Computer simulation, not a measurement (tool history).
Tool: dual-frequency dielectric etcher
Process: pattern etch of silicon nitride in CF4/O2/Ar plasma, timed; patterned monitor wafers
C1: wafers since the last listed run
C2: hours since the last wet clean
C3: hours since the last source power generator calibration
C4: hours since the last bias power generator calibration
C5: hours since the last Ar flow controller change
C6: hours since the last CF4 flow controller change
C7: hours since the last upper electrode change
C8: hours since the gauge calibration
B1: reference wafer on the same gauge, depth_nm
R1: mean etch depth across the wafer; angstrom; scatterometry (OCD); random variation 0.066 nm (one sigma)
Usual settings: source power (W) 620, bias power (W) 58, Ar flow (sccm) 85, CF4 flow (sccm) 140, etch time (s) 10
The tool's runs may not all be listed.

{"run": 1, "day": 0.0, "source power (W)": 620, "bias power (W)": 58, "Ar flow (sccm)": 85, "CF4 flow (sccm)": 140, "etch time (s)": 13, "C1": 0, "C2": 47.2, "C3": 3176.8, "C4": 580.1, "C5": 333.6, "C6": 3806.9, "C7": 163.3, "C8": 993.4, "B1": 20.97, "R1": 306.4}
{"run": 2, "day": 2.279, "source power (W)": 620, "bias power (W)": 58, "Ar flow (sccm)": 85, "CF4 flow (sccm)": 140, "etch time (s)": 10, "C1": 796, "C2": 101.9, "C3": 3231.5, "C4": 634.8, "C5": 388.3, "C6": 3861.6, "C7": 218, "C8": 1048.1, "B1": 21, "R1": 236}
{"run": 3, "day": 3.783, "source power (W)": 620, "bias power (W)": 58, "Ar flow (sccm)": 71, "CF4 flow (sccm)": 140, "etch time (s)": 11.5, "C1": 525, "C2": 138, "C3": 3267.6, "C4": 670.9, "C5": 424.4, "C6": 3897.7, "C7": 254.1, "C8": 1084.2, "B1": 21, "R1": 273.2}
{"run": 4, "day": 5.408, "source power (W)": 500, "bias power (W)": 68, "Ar flow (sccm)": 72, "CF4 flow (sccm)": 140, "etch time (s)": 11, "C1": 567, "C2": 177, "C3": 3306.6, "C4": 709.9, "C5": 463.4, "C6": 3936.7, "C7": 293.1, "C8": 1123.2, "B1": 21.01, "R1": 217.8}
{"run": 5, "day": 8.162, "source power (W)": 620, "bias power (W)": 54, "Ar flow (sccm)": 85, "CF4 flow (sccm)": 140, "etch time (s)": 10, "C1": 962, "C2": 243.1, "C3": 3372.7, "C4": 776, "C5": 529.5, "C6": 4002.8, "C7": 359.2, "C8": 1189.3, "B1": 20.99, "R1": 226.4}
{"run": 6, "day": 10.45, "source power (W)": 620, "bias power (W)": 58, "Ar flow (sccm)": 85, "CF4 flow (sccm)": 168, "etch time (s)": 11.5, "C1": 799, "C2": 298, "C3": 3427.6, "C4": 830.9, "C5": 584.4, "C6": 4057.7, "C7": 414.1, "C8": 1244.2, "B1": 21, "R1": 272}
{"run": 7, "day": 16.104, "source power (W)": 620, "bias power (W)": 65, "Ar flow (sccm)": 85, "CF4 flow (sccm)": 140, "etch time (s)": 12.5, "C1": 1975, "C2": 433.7, "C3": 3563.3, "C4": 966.6, "C5": 720.1, "C6": 4193.4, "C7": 549.8, "C8": 1379.9, "B1": 21.02, "R1": 297.2}
{"run": 8, "day": 17.246, "source power (W)": 490, "bias power (W)": 62, "Ar flow (sccm)": 66, "CF4 flow (sccm)": 111, "etch time (s)": 10, "C1": 398, "C2": 461.1, "C3": 3590.7, "C4": 994, "C5": 747.5, "C6": 4220.8, "C7": 577.2, "C8": 1407.3, "B1": 21, "R1": 178.6}
{"day": 18.396, "done": "wet clean of the chamber"}
{"day": 18.533, "done": "CF4 flow controller replaced"}
{"run": 9, "day": 19.058, "source power (W)": 550, "bias power (W)": 58, "Ar flow (sccm)": 67, "CF4 flow (sccm)": 140, "etch time (s)": 10, "C1": 235, "C2": 15.9, "C3": 3634.2, "C4": 1037.5, "C5": 791, "C6": 12.6, "C7": 620.7, "C8": 1450.8, "B1": 20.99, "R1": 207.7}
{"day": 19.512, "done": "source power generator calibrated"}
{"run": 10, "day": 20.629, "source power (W)": 620, "bias power (W)": 58, "Ar flow (sccm)": 85, "CF4 flow (sccm)": 140, "etch time (s)": 10, "C1": 490, "C2": 53.6, "C3": 26.8, "C4": 1075.2, "C5": 828.7, "C6": 50.3, "C7": 658.4, "C8": 1488.5, "B1": 21.02, "R1": 244.1}
{"run": 11, "day": 23.004, "source power (W)": 620, "bias power (W)": 58, "Ar flow (sccm)": 85, "CF4 flow (sccm)": 140, "etch time (s)": 10, "C1": 829, "C2": 110.6, "C3": 83.8, "C4": 1132.2, "C5": 885.7, "C6": 107.3, "C7": 715.4, "C8": 1545.5, "B1": 20.99, "R1": 245.6}
{"run": 12, "day": 24.462, "source power (W)": 620, "bias power (W)": 58, "Ar flow (sccm)": 85, "CF4 flow (sccm)": 140, "etch time (s)": 10, "C1": 509, "C2": 145.6, "C3": 118.8, "C4": 1167.2, "C5": 920.7, "C6": 142.3, "C7": 750.4, "C8": 1580.5, "B1": 21, "R1": 243.2}
{"day": 25.258, "done": "gauge calibrated"}
{"run": 13, "day": 25.721, "source power (W)": 620, "bias power (W)": 58, "Ar flow (sccm)": 85, "CF4 flow (sccm)": 140, "etch time (s)": 9, "C1": 439, "C2": 175.8, "C3": 149, "C4": 1197.4, "C5": 950.9, "C6": 172.5, "C7": 780.6, "C8": 11.1, "B1": 21, "R1": 219.3}
{"run": 14, "day": 28.079, "source power (W)": 470, "bias power (W)": 58, "Ar flow (sccm)": 98, "CF4 flow (sccm)": 119, "etch time (s)": 12, "C1": 823, "C2": 232.4, "C3": 205.6, "C4": 1254, "C5": 1007.5, "C6": 229.1, "C7": 837.2, "C8": 67.7, "B1": 21.02, "R1": 206.9}
{"run": 15, "day": 30.712, "source power (W)": 560, "bias power (W)": 58, "Ar flow (sccm)": 85, "CF4 flow (sccm)": 140, "etch time (s)": 10, "C1": 919, "C2": 295.6, "C3": 268.8, "C4": 1317.2, "C5": 1070.7, "C6": 292.3, "C7": 900.4, "C8": 130.9, "B1": 21, "R1": 218.4}
{"run": 16, "day": 33.446, "source power (W)": 620, "bias power (W)": 58, "Ar flow (sccm)": 98, "CF4 flow (sccm)": 112, "etch time (s)": 8, "C1": 954, "C2": 361.2, "C3": 334.4, "C4": 1382.8, "C5": 1136.3, "C6": 357.9, "C7": 966, "C8": 196.5, "B1": 21, "R1": 182.8}
{"run": 17, "day": 35.033, "source power (W)": 620, "bias power (W)": 58, "Ar flow (sccm)": 85, "CF4 flow (sccm)": 140, "etch time (s)": 10, "C1": 554, "C2": 399.3, "C3": 372.5, "C4": 1420.9, "C5": 1174.4, "C6": 396, "C7": 1004.1, "C8": 234.6, "B1": 20.99, "R1": 239.2}
{"day": 36.938, "done": "wet clean of the chamber"}
{"run": 18, "day": 37.612, "source power (W)": 620, "bias power (W)": 62, "Ar flow (sccm)": 101, "CF4 flow (sccm)": 140, "etch time (s)": 12, "C1": 551, "C2": 16.2, "C3": 434.4, "C4": 1482.8, "C5": 1236.3, "C6": 457.9, "C7": 1066, "C8": 296.5, "B1": 21, "R1": 297.1}
{"run": 19, "day": 39.3, "source power (W)": 620, "bias power (W)": 58, "Ar flow (sccm)": 85, "CF4 flow (sccm)": 140, "etch time (s)": 10, "C1": 589, "C2": 56.7, "C3": 474.9, "C4": 1523.3, "C5": 1276.8, "C6": 498.4, "C7": 1106.5, "C8": 337, "B1": 20.99, "R1": 244.2}
{"run": 20, "day": 41.554, "source power (W)": 620, "bias power (W)": 58, "Ar flow (sccm)": 76, "CF4 flow (sccm)": 130, "etch time (s)": 10, "C1": 787, "C2": 110.8, "C3": 529, "C4": 1577.4, "C5": 1330.9, "C6": 552.5, "C7": 1160.6, "C8": 391.1, "B1": 21, "R1": 242.6}
{"run": 21, "day": 44.388, "source power (W)": 620, "bias power (W)": 70, "Ar flow (sccm)": 85, "CF4 flow (sccm)": 140, "etch time (s)": 10, "C1": 989, "C2": 178.8, "C3": 597, "C4": 1645.4, "C5": 1398.9, "C6": 620.5, "C7": 1228.6, "C8": 459.1, "B1": 20.99, "R1": 258}
{"run": 22, "day": 46.783, "source power (W)": 750, "bias power (W)": 58, "Ar flow (sccm)": 85, "CF4 flow (sccm)": 174, "etch time (s)": 8.5, "C1": 836, "C2": 236.3, "C3": 654.5, "C4": 1702.9, "C5": 1456.4, "C6": 678, "C7": 1286.1, "C8": 516.6, "B1": 21.01, "R1": 259.1}

Some steps in R1 between neighbouring runs. How much of each would the tool show without its hidden state too (settings, what came in, random variation), and how much is left for the hidden state, with any gauge scatter that isn't in both results?
The hidden state here: etch rate over this chamber's usual, %; source power that arrives over what is set, %; bias power that arrives over what is set, %; Ar flow that arrives over what is set, %; CF4 flow that arrives over what is set, %; gauge reads high (%).
Run 1 -> 2: etch time (s) 13 -> 10. R1 -70.4 angstrom: hidden state +2.3, all else -72.7.
Run 7 -> 8: source power (W) 620 -> 490, bias power (W) 65 -> 62, Ar flow (sccm) 85 -> 66, CF4 flow (sccm) 140 -> 111, etch time (s) 12.5 -> 10. R1 -118.6 angstrom: hidden state +8.8, all else -127.4.
Run 9 -> 10: source power (W) 550 -> 620, Ar flow (sccm) 67 -> 85, source power generator calibrated. R1 +36.4 angstrom: hidden state +10.2, all else +26.2.

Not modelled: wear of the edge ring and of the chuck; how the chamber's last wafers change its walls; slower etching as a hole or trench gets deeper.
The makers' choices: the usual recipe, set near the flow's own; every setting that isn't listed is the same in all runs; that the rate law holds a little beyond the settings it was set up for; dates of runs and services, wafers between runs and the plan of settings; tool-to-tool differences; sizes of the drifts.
